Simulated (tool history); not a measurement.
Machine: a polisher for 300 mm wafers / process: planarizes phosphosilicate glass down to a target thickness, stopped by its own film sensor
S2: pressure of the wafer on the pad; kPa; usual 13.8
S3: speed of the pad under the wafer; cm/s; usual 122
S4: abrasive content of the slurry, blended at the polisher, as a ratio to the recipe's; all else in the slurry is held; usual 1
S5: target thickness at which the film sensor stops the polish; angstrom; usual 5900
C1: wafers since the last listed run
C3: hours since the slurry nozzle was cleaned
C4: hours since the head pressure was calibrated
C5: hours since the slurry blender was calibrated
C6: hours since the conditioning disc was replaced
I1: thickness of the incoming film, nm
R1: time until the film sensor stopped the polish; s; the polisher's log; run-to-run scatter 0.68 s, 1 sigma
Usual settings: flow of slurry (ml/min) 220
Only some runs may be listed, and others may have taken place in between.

Run 1, hour 0: usual settings but S4 1.15; C1 0; wafers polished on this pad 123; C3 654.2; C4 1037.8; C5 18.5; C6 167.1; I1 1043. Result: R1 64.2 s.
Run 2, hour 10.5: usual settings but S4 1.15; C1 124; wafers polished on this pad 248; C3 664.7; C4 1048.3; C5 29; C6 177.6; I1 1034.9. Result: R1 62.9 s.
At hour 15.1: slurry nozzle cleaned.
Run 3, hour 22.8: usual settings but S3 102 cm/s; C1 134; wafers polished on this pad 383; C3 7.7; C4 1060.6; C5 41.3; C6 189.9; I1 1022.9. Result: R1 79.4 s.
Run 4, hour 33.8: usual settings but flow of slurry (ml/min) 185, S3 100 cm/s; C1 130; wafers polished on this pad 514; C3 18.7; C4 1071.6; C5 52.3; C6 200.9; I1 1029.9. Result: R1 84.4 s.
Run 5, hour 41.5: usual settings but S4 0.75, S5 6830 angstrom; C1 91; wafers polished on this pad 605; C3 26.4; C4 1079.3; C5 60; C6 208.6; I1 1033.7. Result: R1 69.8 s.
Run 6, hour 48.2: usual settings but S3 162 cm/s, S4 1.2; C1 79; wafers polished on this pad 685; C3 33.1; C4 1086; C5 66.7; C6 215.3; I1 1034.2. Result: R1 52.8 s.
At hour 53.1: conditioning disc replaced and pad reconditioned.
Run 7, hour 61.6: usual settings but S3 104 cm/s, S4 0.75; C1 135; wafers polished on this pad 821; C3 46.5; C4 1099.4; C5 80.1; C6 8.5; I1 1025.5. Result: R1 99.7 s.
Run 8, hour 74.5: usual settings but flow of slurry (ml/min) 160, S2 11 kPa; C1 153; wafers polished on this pad 974; C3 59.4; C4 1112.3; C5 93; C6 21.4; I1 1031.2. Result: R1 95.3 s.
Run 9, hour 83.2: usual settings; C1 103; wafers polished on this pad 1078; C3 68.1; C4 1121; C5 101.7; C6 30.1; I1 1038.2. Result: R1 74.4 s.
At hour 101.8: worn pad replaced by a new one.
Run 10, hour 102.3: usual settings but S3 148 cm/s; C1 179; wafers polished on this pad 5; C3 87.2; C4 1140.1; C5 120.8; C6 49.2; I1 1014.9. Result: R1 52.7 s.
Run 11, hour 108: usual settings but flow of slurry (ml/min) 175; C1 67; wafers polished on this pad 73; C3 92.9; C4 1145.8; C5 126.5; C6 54.9; I1 1026.4. Result: R1 65.6 s.
Run 12, hour 121.5: usual settings but S3 88 cm/s, S4 0.8; C1 160; wafers polished on this pad 234; C3 106.4; C4 1159.3; C5 140; C6 68.4; I1 1021.9. Result: R1 100.1 s.
At hour 129.2: head pressure recalibrated.
Run 13, hour 133.7: usual settings; C1 121; wafers polished on this pad 355; C3 118.6; C4 4.5; C5 152.2; C6 80.6; I1 1027.8. Result: R1 69.4 s.
Run 14, hour 169.7: usual settings but S2 12.4 kPa; C1 428; wafers polished on this pad 784; C3 154.6; C4 40.5; C5 188.2; C6 116.6; I1 1036. Result: R1 83.2 s.
Run 15, hour 177.3: usual settings but flow of slurry (ml/min) 265, S4 0.85; C1 90; wafers polished on this pad 874; C3 162.2; C4 48.1; C5 195.8; C6 124.2; I1 1022.5. Result: R1 76.5 s.
Run 16, hour 188.4: usual settings but S5 6890 angstrom; C1 132; wafers polished on this pad 1006; C3 173.3; C4 59.2; C5 206.9; C6 135.3; I1 1028.6. Result: R1 55.8 s.
Run 17, hour 194.5: usual settings but S3 100 cm/s, S5 5400 angstrom; C1 72; wafers polished on this pad 1079; C3 179.4; C4 65.3; C5 213; C6 141.4; I1 1032.3. Result: R1 96.6 s.
Run 18, hour 210.8: usual settings but flow of slurry (ml/min) 150, S2 17.2 kPa; C1 194; wafers polished on this pad 1273; C3 195.7; C4 81.6; C5 229.3; C6 157.7; I1 1038.5. Result: R1 66.2 s.
At hour 224.3: worn pad replaced by a new one.
Run 19, hour 227: usual settings; C1 145; wafers polished on this pad 31; C3 211.9; C4 97.8; C5 245.5; C6 173.9; I1 1034.8. Result: R1 64.6 s.
Run 20, hour 240.5: usual settings but flow of slurry (ml/min) 260, S2 17.2 kPa; C1 160; wafers polished on this pad 192; C3 225.4; C4 111.3; C5 259; C6 187.4; I1 1039.6. Result: R1 54.3 s.
Run 21, hour 252.7: usual settings; C1 145; wafers polished on this pad 337; C3 237.6; C4 123.5; C5 271.2; C6 199.6; I1 1022.3. Result: R1 67.6 s.
Run 22, hour 270: usual settings but S4 1.2; C1 205; wafers polished on this pad 543; C3 254.9; C4 140.8; C5 288.5; C6 216.9; I1 1053.1. Result: R1 65.3 s.
Run 23, hour 281.8: usual settings but S5 6890 angstrom; C1 140; wafers polished on this pad 684; C3 266.7; C4 152.6; C5 300.3; C6 228.7; I1 1014.6. Result: R1 52.8 s.
At hour 284.8: conditioning disc replaced and pad reconditioned.
Run 24, hour 292.7: usual settings; C1 105; wafers polished on this pad 789; C3 277.6; C4 163.5; C5 311.2; C6 7.9; I1 1036.2. Result: R1 73.2 s.
Run 25, hour 308.4: usual settings; C1 186; wafers polished on this pad 976; C3 293.3; C4 179.2; C5 326.9; C6 23.6; I1 1035.8. Result: R1 71.5 s.

Predict each of these 5 candidate next runs independently; none follows another, all start after run 25:
Run A, hour 308.8: usual settings; C1 4; wafers polished on this pad 981; C3 293.7; C4 179.6; C5 327.3; C6 24; I1 1050.2. Result: R1 ?.
Run B, hour 308.8: usual settings but S3 144 cm/s; C1 4; wafers polished on this pad 981; C3 293.7; C4 179.6; C5 327.3; C6 24; I1 1050.2. Result: R1 ?.
Run C, hour 308.8: usual settings but flow of slurry (ml/min) 190, S2 15.2 kPa, S4 0.7; C1 4; wafers polished on this pad 981; C3 293.7; C4 179.6; C5 327.3; C6 24; I1 1050.2. Result: R1 ?.
Run D, hour 308.8: usual settings but S4 1.25; C1 4; wafers polished on this pad 981; C3 293.7; C4 179.6; C5 327.3; C6 24; I1 1050.2. Result: R1 ?.
Run E, hour 308.8: usual settings but S5 4690 angstrom; C1 4; wafers polished on this pad 981; C3 293.7; C4 179.6; C5 327.3; C6 24; I1 1050.2. Result: R1 ?.

run    R1
  A  75.3
  B  65.9
  C    91
  D  66.8
  E  95.1
With the hidden condition removed and each run's random variation left untouched, the same runs would have given:
run    R1
  A  65.5
  B  57.3
  C  79.1
  D  58.1
  E  82.7
